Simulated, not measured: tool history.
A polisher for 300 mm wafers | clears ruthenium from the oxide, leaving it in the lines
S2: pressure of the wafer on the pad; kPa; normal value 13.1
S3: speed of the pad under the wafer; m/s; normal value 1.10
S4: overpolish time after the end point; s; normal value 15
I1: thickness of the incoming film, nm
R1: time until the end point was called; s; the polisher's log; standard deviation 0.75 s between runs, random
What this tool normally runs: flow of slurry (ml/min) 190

run 1 hour=0.0 | flow_of_slurry_(ml/min)=205 S2=13.1 S3=1.10 S4=15 | I1=90.4 | R1=71.4
-- hour=5.4 worn pad replaced by a new one
run 2 hour=11.0 | flow_of_slurry_(ml/min)=190 S2=9.7 S3=1.10 S4=15 | I1=91.2 | R1=83.1
run 3 hour=27.2 | flow_of_slurry_(ml/min)=190 S2=9.7 S3=1.10 S4=15 | I1=90.4 | R1=83.7
run 4 hour=39.2 | flow_of_slurry_(ml/min)=190 S2=13.1 S3=1.10 S4=15 | I1=90.1 | R1=71.2
run 5 hour=52.0 | flow_of_slurry_(ml/min)=190 S2=15.9 S3=0.88 S4=15 | I1=89.7 | R1=77.8
run 6 hour=69.1 | flow_of_slurry_(ml/min)=190 S2=15.9 S3=0.88 S4=15 | I1=89.5 | R1=78.9
-- hour=86.9 worn pad replaced by a new one
run 7 hour=87.4 | flow_of_slurry_(ml/min)=190 S2=15.9 S3=0.88 S4=15 | I1=89.6 | R1=74.4
run 8 hour=100.9 | flow_of_slurry_(ml/min)=190 S2=13.1 S3=1.10 S4=15 | I1=89.9 | R1=67.7
run 9 hour=115.9 | flow_of_slurry_(ml/min)=190 S2=13.1 S3=1.10 S4=15 | I1=89.0 | R1=70.5
-- hour=122.6 slurry nozzle cleaned
run 10 hour=130.4 | flow_of_slurry_(ml/min)=190 S2=13.1 S3=1.10 S4=15 | I1=91.0 | R1=74.4
run 11 hour=139.2 | flow_of_slurry_(ml/min)=190 S2=13.1 S3=1.10 S4=15 | I1=91.9 | R1=76.2
run 12 hour=152.6 | flow_of_slurry_(ml/min)=140 S2=15.2 S3=1.10 S4=15 | I1=90.6 | R1=73.2
-- hour=166.2 worn pad replaced by a new one
run 13 hour=168.4 | flow_of_slurry_(ml/min)=145 S2=13.1 S3=1.10 S4=15 | I1=90.4 | R1=71.5
run 14 hour=182.0 | flow_of_slurry_(ml/min)=240 S2=13.1 S3=0.82 S4=19 | I1=90.4 | R1=89.6
-- hour=196.3 head pressure recalibrated
run 15 hour=197.7 | flow_of_slurry_(ml/min)=145 S2=15.9 S3=1.22 S4=10 | I1=91.4 | R1=53.1
run 16 hour=205.4 | flow_of_slurry_(ml/min)=190 S2=13.1 S3=1.10 S4=15 | I1=90.3 | R1=65.5
run 17 hour=220.1 | flow_of_slurry_(ml/min)=190 S2=13.1 S3=1.10 S4=15 | I1=89.6 | R1=65.9
run 18 hour=231.6 | flow_of_slurry_(ml/min)=145 S2=9.0 S3=1.10 S4=11 | I1=91.2 | R1=91.6
-- hour=245.7 worn pad replaced by a new one
run 19 hour=246.2 | flow_of_slurry_(ml/min)=190 S2=13.1 S3=1.10 S4=15 | I1=90.4 | R1=62.6
run 20 hour=254.9 | flow_of_slurry_(ml/min)=190 S2=15.9 S3=0.88 S4=15 | I1=90.0 | R1=70.1
run 21 hour=263.5 | flow_of_slurry_(ml/min)=190 S2=13.1 S3=0.92 S4=15 | I1=90.5 | R1=79.2
run 22 hour=274.6 | flow_of_slurry_(ml/min)=210 S2=13.1 S3=1.42 S4=15 | I1=90.7 | R1=50.1
run 23 hour=284.0 | flow_of_slurry_(ml/min)=210 S2=9.0 S3=1.46 S4=19 | I1=89.6 | R1=64.9

Below are 4 alternative next runs, each starting from the tool's condition after run 23. Predict each:
run A hour=284.4 | flow_of_slurry_(ml/min)=190 S2=13.1 S3=1.10 S4=15 | I1=89.9 | R1=?
run B hour=284.4 | flow_of_slurry_(ml/min)=190 S2=8.3 S3=1.10 S4=18 | I1=89.9 | R1=?
run C hour=284.4 | flow_of_slurry_(ml/min)=155 S2=10.3 S3=1.26 S4=11 | I1=89.9 | R1=?
run D hour=284.4 | flow_of_slurry_(ml/min)=190 S2=13.1 S3=1.10 S4=9 | I1=89.9 | R1=?

run=A R1=67.9
run=B R1=91.1
run=C R1=71.7
run=D R1=67.9
What these runs would have given with no unlogged condition in the tool:
run=A R1=60.9
run=B R1=81.7
run=C R1=64.3
run=D R1=60.9
